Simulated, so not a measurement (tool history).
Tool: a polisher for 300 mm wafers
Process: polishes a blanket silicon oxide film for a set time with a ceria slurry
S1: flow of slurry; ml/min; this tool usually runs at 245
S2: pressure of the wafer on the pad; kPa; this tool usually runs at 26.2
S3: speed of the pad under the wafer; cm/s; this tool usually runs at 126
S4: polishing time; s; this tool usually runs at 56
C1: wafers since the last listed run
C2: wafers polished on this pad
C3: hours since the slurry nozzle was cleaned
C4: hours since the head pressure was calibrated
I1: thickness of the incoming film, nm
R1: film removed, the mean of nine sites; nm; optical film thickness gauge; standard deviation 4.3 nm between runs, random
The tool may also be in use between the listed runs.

run,hour,S1,S2,S3,S4,C1,C2,C3,C4,I1,R1
1,0,245,26.2,126,56,0,867,343.1,1287.5,1072.2,379.5
# hour 3.4: worn pad replaced by a new one
2,16.6,245,26.2,126,56,221,221,359.7,1304.1,1072.8,387.5
3,34.6,245,26.2,126,56,301,522,377.7,1322.1,1065.8,382.4
# hour 62.4: worn pad replaced by a new one
4,68.1,245,26.2,126,56,493,94,411.2,1355.6,1079.5,398.4
5,93.6,245,26.2,126,56,426,521,436.7,1381.1,1089.2,388.5
6,128.3,245,26.2,126,56,580,1101,471.4,1415.8,1067.1,366.7
# hour 133.2: worn pad replaced by a new one
7,147.4,245,26.2,126,56,252,237,490.5,1434.9,1063.7,391.5
8,160.7,245,26.2,126,56,222,460,503.8,1448.2,1072,379.3
9,177.9,275,35.2,126,66,287,747,521,1465.4,1045.9,571
# hour 189.1: worn pad replaced by a new one
10,207.9,190,26.2,126,45,435,314,551,1495.4,1090.5,302.4
# hour 220.8: slurry nozzle cleaned
# hour 226.2: head pressure recalibrated
11,226.7,245,19.3,104,63,264,578,5.9,0.5,1084.4,298.8
# hour 257.3: worn pad replaced by a new one
12,257.8,245,26.2,126,56,453,8,37,31.6,1065.3,398.2
13,270,165,26.2,88,56,204,212,49.2,43.8,1085.8,295.4
14,293,245,26.2,126,56,384,597,72.2,66.8,1069.4,377.4
15,310.6,300,26.2,88,56,294,892,89.8,84.4,1059,300.3

Hidden condition of the tool, last listed run before each entry between runs versus first listed run after:
Logged between run 1 and run 2: worn pad replaced by a new one (hour 3.4)
  removal rate lost through wear of the pad, %: 7.22 -> 3.34
  the result without the hidden state subtracted from the measured one, R1: -29.5 -> -13.4 nm
Logged between run 3 and run 4: worn pad replaced by a new one (hour 62.4)
  removal rate lost through wear of the pad, %: 5.76 -> 0.771
  the result without the hidden state subtracted from the measured one, R1: -23.4 -> -3.1 nm
Logged between run 6 and run 7: worn pad replaced by a new one (hour 133.2)
  removal rate lost through wear of the pad, %: 8.86 -> 3.47
  the result without the hidden state subtracted from the measured one, R1: -35.7 -> -14.1 nm
Logged between run 9 and run 10: worn pad replaced by a new one (hour 189.1)
  removal rate lost through wear of the pad, %: 7.57 -> 3.7
  the result without the hidden state subtracted from the measured one, R1: -46.7 -> -11.6 nm
Logged between run 10 and run 11: slurry nozzle cleaned (hour 220.8); head pressure recalibrated (hour 226.2)
  removal rate lost through wear of the pad, %: 3.7 -> 6.23
  the result without the hidden state subtracted from the measured one, R1: -11.6 -> -19.8 nm
Logged between run 11 and run 12: worn pad replaced by a new one (hour 257.3)
  removal rate lost through wear of the pad, %: 6.23 -> 0.619
  the result without the hidden state subtracted from the measured one, R1: -19.8 -> -2.5 nm
